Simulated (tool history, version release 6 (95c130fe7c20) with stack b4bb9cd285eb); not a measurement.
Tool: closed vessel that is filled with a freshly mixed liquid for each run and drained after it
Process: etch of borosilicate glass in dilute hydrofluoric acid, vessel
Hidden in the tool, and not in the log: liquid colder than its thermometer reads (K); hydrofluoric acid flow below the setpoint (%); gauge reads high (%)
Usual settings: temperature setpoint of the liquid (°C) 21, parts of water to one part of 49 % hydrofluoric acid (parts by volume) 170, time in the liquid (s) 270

| run | hour | temperature setpoint of the liquid (°C) | parts of water to one part of 49 % hydrofluoric acid (parts by volume) | time in the liquid (s) | wafers since the last listed run | hours since the thermometer was replaced | hours since the hydrofluoric acid flow meter was replaced | hours since the gauge calibration | read-back film thickness of the borosilicate glass reference wafer, read on the same gauge (nm) | thickness taken off the borosilicate glass on a monitor wafer (angstrom) |
|---|---|---|---|---|---|---|---|---|---|---|
| 1 | 0 | 21 | 215 | 150 | 0 | 1282 | 1486.1 | 1004.8 | 120 | 247.2 |
| 2 | 16.4 | 21 | 215 | 150 | 1848 | 1298.4 | 1502.5 | 1021.2 | 120.01 | 249.6 |
| 3 | 28.9 | 21 | 170 | 270 | 1408 | 1310.9 | 1515 | 1033.7 | 120 | 594.9 |
| 4 | 50.1 | 21 | 170 | 270 | 2389 | 1332.1 | 1536.2 | 1054.9 | 120.01 | 597.2 |
| 5 | 66.1 | 21 | 170 | 270 | 1803 | 1348.1 | 1552.2 | 1070.9 | 120.04 | 592.3 |
| 6 | 88.5 | 21 | 170 | 370 | 2524 | 1370.5 | 1574.6 | 1093.3 | 120.03 | 813.1 |
| 7 | 119.1 | 21 | 170 | 270 | 3448 | 1401.1 | 1605.2 | 1123.9 | 120.03 | 595.4 |
| 8 | 136 | 21 | 170 | 270 | 1904 | 1418 | 1622.1 | 1140.8 | 120.03 | 592.1 |
| 9 | 163 | 21 | 170 | 270 | 3042 | 1445 | 1649.1 | 1167.8 | 119.97 | 590.7 |
|  | 187.4 | gauge calibrated |
| 10 | 197 | 21 | 150 | 335 | 3831 | 1479 | 1683.1 | 9.6 | 120.01 | 847.6 |
| 11 | 220.7 | 21 | 150 | 335 | 2670 | 1502.7 | 1706.8 | 33.3 | 120.01 | 846.4 |
| 12 | 292.6 | 21 | 150 | 335 | 8102 | 1574.6 | 1778.7 | 105.2 | 120.03 | 844.4 |
| 13 | 328.3 | 21 | 195 | 270 | 4023 | 1610.3 | 1814.4 | 140.9 | 120 | 494.5 |
| 14 | 360.6 | 21 | 195 | 270 | 3639 | 1642.6 | 1846.7 | 173.2 | 120 | 494.4 |
| 15 | 388.5 | 17.5 | 170 | 390 | 3144 | 1670.5 | 1874.6 | 201.1 | 120 | 737.6 |
| 16 | 419.5 | 21 | 170 | 270 | 3493 | 1701.5 | 1905.6 | 232.1 | 120.02 | 583.6 |
|  | 424.6 | thermometer replaced |
|  | 437.5 | hydrofluoric acid flow meter replaced |
| 17 | 445.7 | 17.5 | 250 | 140 | 2727 | 21.1 | 8.2 | 258.3 | 119.99 | 185.1 |
| 18 | 460 | 23.5 | 170 | 155 | 1611 | 35.4 | 22.5 | 272.6 | 120.01 | 408.1 |
| 19 | 475.8 | 17 | 170 | 270 | 1780 | 51.2 | 38.3 | 288.4 | 120.04 | 553 |
| 20 | 510.4 | 21 | 170 | 370 | 3899 | 85.8 | 72.9 | 323 | 119.98 | 890.2 |
| 21 | 524.2 | 21 | 170 | 165 | 1555 | 99.6 | 86.7 | 336.8 | 120.03 | 393.9 |

The next listed run, before its measurement:
| 22 | 539.4 | 21 | 210 | 360 | 1712 | 114.8 | 101.9 | 352 | ? | ? |

{"run 22": {"read-back film thickness of the borosilicate glass reference wafer, read on the same gauge (nm)": 120, "thickness taken off the borosilicate glass on a monitor wafer (angstrom)": 660.5}}
Without the tool's hidden state the same run would have given thickness taken off the borosilicate glass on a monitor wafer (angstrom) 670.3.
